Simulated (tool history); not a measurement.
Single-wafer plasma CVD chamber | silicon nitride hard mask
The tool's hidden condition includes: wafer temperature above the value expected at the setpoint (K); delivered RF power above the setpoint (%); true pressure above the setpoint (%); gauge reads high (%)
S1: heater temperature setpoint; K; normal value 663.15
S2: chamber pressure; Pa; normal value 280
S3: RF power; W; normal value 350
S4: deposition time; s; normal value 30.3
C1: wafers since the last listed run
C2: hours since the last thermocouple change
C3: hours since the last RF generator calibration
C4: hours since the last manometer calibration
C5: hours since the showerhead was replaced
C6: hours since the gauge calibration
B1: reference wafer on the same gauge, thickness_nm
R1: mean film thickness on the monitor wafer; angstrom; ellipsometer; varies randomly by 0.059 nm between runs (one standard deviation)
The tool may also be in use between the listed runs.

run 1 hour=0 | S1=663.15 S2=280 S3=350 S4=30.3 | C1=0 C2=2363.1 C3=622.7 C4=1866.1 C5=4051.4 C6=83.5 | B1=34.3 | R1=386.86
run 2 hour=11.9 | S1=663.15 S2=280 S3=350 S4=30.3 | C1=434 C2=2375 C3=634.6 C4=1878 C5=4063.3 C6=95.4 | B1=34.288 | R1=386.39
run 3 hour=28.9 | S1=663.15 S2=280 S3=350 S4=30.3 | C1=621 C2=2392 C3=651.6 C4=1895 C5=4080.3 C6=112.4 | B1=34.306 | R1=386.92
run 4 hour=35.3 | S1=663.15 S2=280 S3=350 S4=30.3 | C1=233 C2=2398.4 C3=658 C4=1901.4 C5=4086.7 C6=118.8 | B1=34.294 | R1=385.73
run 5 hour=46.4 | S1=663.15 S2=280 S3=350 S4=30.3 | C1=405 C2=2409.5 C3=669.1 C4=1912.5 C5=4097.8 C6=129.9 | B1=34.28 | R1=384.79
run 6 hour=55.6 | S1=663.15 S2=280 S3=350 S4=30.3 | C1=336 C2=2418.7 C3=678.3 C4=1921.7 C5=4107 C6=139.1 | B1=34.31 | R1=384.5
run 7 hour=72.4 | S1=663.15 S2=280 S3=350 S4=30.3 | C1=614 C2=2435.5 C3=695.1 C4=1938.5 C5=4123.8 C6=155.9 | B1=34.296 | R1=384.87
run 8 hour=85 | S1=663.15 S2=280 S3=350 S4=30.3 | C1=460 C2=2448.1 C3=707.7 C4=1951.1 C5=4136.4 C6=168.5 | B1=34.287 | R1=384.54
run 9 hour=101.6 | S1=663.15 S2=280 S3=310 S4=30.3 | C1=606 C2=2464.7 C3=724.3 C4=1967.7 C5=4153 C6=185.1 | B1=34.297 | R1=362.53
run 10 hour=115.3 | S1=663.15 S2=307 S3=350 S4=34.1 | C1=500 C2=2478.4 C3=738 C4=1981.4 C5=4166.7 C6=198.8 | B1=34.286 | R1=445.06
-- hour=125.4 capacitance manometer re-zeroed and calibrated
run 11 hour=152.9 | S1=663.15 S2=307 S3=350 S4=34.1 | C1=1081 C2=2516 C3=775.6 C4=27.5 C5=4204.3 C6=236.4 | B1=34.304 | R1=442.94
-- hour=159.6 gauge calibrated
run 12 hour=161.9 | S1=663.15 S2=280 S3=350 S4=30.3 | C1=328 C2=2525 C3=784.6 C4=36.5 C5=4213.3 C6=2.3 | B1=34.305 | R1=382.87
run 13 hour=178.2 | S1=663.15 S2=280 S3=350 S4=30.3 | C1=595 C2=2541.3 C3=800.9 C4=52.8 C5=4229.6 C6=18.6 | B1=34.286 | R1=381.8
run 14 hour=185.4 | S1=668.15 S2=280 S3=280 S4=30.3 | C1=263 C2=2548.5 C3=808.1 C4=60 C5=4236.8 C6=25.8 | B1=34.311 | R1=341.37
run 15 hour=197 | S1=663.15 S2=280 S3=350 S4=30.3 | C1=424 C2=2560.1 C3=819.7 C4=71.6 C5=4248.4 C6=37.4 | B1=34.306 | R1=380.85
run 16 hour=208 | S1=663.15 S2=280 S3=350 S4=30.3 | C1=402 C2=2571.1 C3=830.7 C4=82.6 C5=4259.4 C6=48.4 | B1=34.307 | R1=380.52
-- hour=219.8 RF generator calibrated
run 17 hour=220.3 | S1=663.15 S2=280 S3=350 S4=30.3 | C1=157 C2=2583.4 C3=0.5 C4=94.9 C5=4271.7 C6=60.7 | B1=34.306 | R1=392.04
run 18 hour=225.7 | S1=653.15 S2=216 S3=350 S4=34.4 | C1=197 C2=2588.8 C3=5.9 C4=100.3 C5=4277.1 C6=66.1 | B1=34.312 | R1=406.41
-- hour=239.8 thermocouple changed; heater temperature recalibrated
run 19 hour=240.3 | S1=650.15 S2=305 S3=380 S4=30.3 | C1=241 C2=0.5 C3=20.5 C4=114.9 C5=4291.7 C6=80.7 | B1=34.288 | R1=420.63
-- hour=250.2 showerhead replaced
run 20 hour=250.7 | S1=663.15 S2=348 S3=350 S4=32.7 | C1=87 C2=10.9 C3=30.9 C4=125.3 C5=0.5 C6=91.1 | B1=34.297 | R1=450.7
run 21 hour=254.3 | S1=654.15 S2=280 S3=350 S4=30.3 | C1=131 C2=14.5 C3=34.5 C4=128.9 C5=4.1 C6=94.7 | B1=34.291 | R1=393.48
run 22 hour=265.2 | S1=663.15 S2=280 S3=350 S4=30.3 | C1=398 C2=25.4 C3=45.4 C4=139.8 C5=15 C6=105.6 | B1=34.294 | R1=391.77
run 23 hour=281.8 | S1=677.15 S2=228 S3=350 S4=30.3 | C1=606 C2=42 C3=62 C4=156.4 C5=31.6 C6=122.2 | B1=34.298 | R1=363.46
run 24 hour=296.3 | S1=671.15 S2=304 S3=395 S4=28 | C1=530 C2=56.5 C3=76.5 C4=170.9 C5=46.1 C6=136.7 | B1=34.295 | R1=393.7
run 25 hour=309.2 | S1=663.15 S2=280 S3=350 S4=33.1 | C1=471 C2=69.4 C3=89.4 C4=183.8 C5=59 C6=149.6 | B1=34.289 | R1=428.43
run 26 hour=318.7 | S1=663.15 S2=280 S3=385 S4=35 | C1=347 C2=78.9 C3=98.9 C4=193.3 C5=68.5 C6=159.1 | B1=34.294 | R1=473.23

Alternative continuations, all from the tool just after run 26; predict every row:
run A hour=319.1 | S1=663.15 S2=248 S3=350 S4=30.3 | C1=14 C2=79.3 C3=99.3 C4=193.7 C5=68.9 C6=159.5 | B1=? | R1=?
run B hour=319.1 | S1=677.15 S2=249 S3=300 S4=28.7 | C1=14 C2=79.3 C3=99.3 C4=193.7 C5=68.9 C6=159.5 | B1=? | R1=?
run C hour=319.1 | S1=663.15 S2=280 S3=350 S4=26.6 | C1=14 C2=79.3 C3=99.3 C4=193.7 C5=68.9 C6=159.5 | B1=? | R1=?

run=A B1=34.305 R1=376.32
run=B B1=34.305 R1=329.88
run=C B1=34.305 R1=344.39
Had the tool no hidden state, the same runs would have come out as:
run=A R1=378.07
run=B R1=331.48
run=C R1=346
